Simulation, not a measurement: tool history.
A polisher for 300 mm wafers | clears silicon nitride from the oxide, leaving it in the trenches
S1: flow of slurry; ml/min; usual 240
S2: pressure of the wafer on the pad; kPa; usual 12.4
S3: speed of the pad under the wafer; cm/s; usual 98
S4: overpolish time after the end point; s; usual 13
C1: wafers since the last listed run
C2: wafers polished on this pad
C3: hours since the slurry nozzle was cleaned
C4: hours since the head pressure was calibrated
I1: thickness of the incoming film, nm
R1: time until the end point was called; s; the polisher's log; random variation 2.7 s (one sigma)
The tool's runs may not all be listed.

run 1 hour=0 | S1=240 S2=12.4 S3=98 S4=13 | C1=0 C2=1145 C3=451.8 C4=91.7 | I1=89.6 | R1=145.6
-- hour=35.2 worn pad replaced by a new one
run 2 hour=50 | S1=240 S2=12.4 S3=98 S4=13 | C1=385 C2=124 C3=501.8 C4=141.7 | I1=90.7 | R1=144.8
run 3 hour=93.3 | S1=240 S2=12.4 S3=98 S4=16 | C1=362 C2=487 C3=545.1 C4=185 | I1=89 | R1=139.4
-- hour=100.1 slurry nozzle cleaned
run 4 hour=155.6 | S1=240 S2=12.4 S3=98 S4=16 | C1=513 C2=1000 C3=55.5 C4=247.3 | I1=90.3 | R1=143
run 5 hour=184.7 | S1=240 S2=12.4 S3=98 S4=13 | C1=243 C2=1244 C3=84.6 C4=276.4 | I1=89.9 | R1=146.8
-- hour=219.7 worn pad replaced by a new one
run 6 hour=229.9 | S1=240 S2=12.4 S3=98 S4=13 | C1=345 C2=85 C3=129.8 C4=321.6 | I1=89.2 | R1=144.1
run 7 hour=272.6 | S1=240 S2=12.4 S3=98 S4=13 | C1=357 C2=443 C3=172.5 C4=364.3 | I1=88.9 | R1=142.9
run 8 hour=334.3 | S1=240 S2=12.4 S3=122 S4=13 | C1=517 C2=960 C3=234.2 C4=426 | I1=89.9 | R1=122.2
-- hour=362.6 head pressure recalibrated
run 9 hour=382.3 | S1=240 S2=12.4 S3=122 S4=13 | C1=385 C2=1345 C3=282.2 C4=19.7 | I1=89.8 | R1=117.9
-- hour=412.4 worn pad replaced by a new one
run 10 hour=429.7 | S1=240 S2=12.4 S3=122 S4=13 | C1=363 C2=144 C3=329.6 C4=67.1 | I1=90.9 | R1=122.7
run 11 hour=462.7 | S1=240 S2=12.4 S3=98 S4=13 | C1=276 C2=421 C3=362.6 C4=100.1 | I1=89 | R1=147.7
run 12 hour=517.1 | S1=240 S2=13.8 S3=98 S4=9 | C1=455 C2=877 C3=417 C4=154.5 | I1=89.5 | R1=131.2
run 13 hour=551.1 | S1=240 S2=12.4 S3=98 S4=16 | C1=284 C2=1162 C3=451 C4=188.5 | I1=88.6 | R1=146.4

Forecast run 14:
run 14 hour=583.3 | S1=200 S2=9.7 S3=130 S4=13 | C1=269 C2=1432 C3=483.2 C4=220.7 | I1=88.9 | R1=?

{"run 14": {"R1": 148.1}}
Without the tool's hidden state the same run would have given R1 148.1 s.
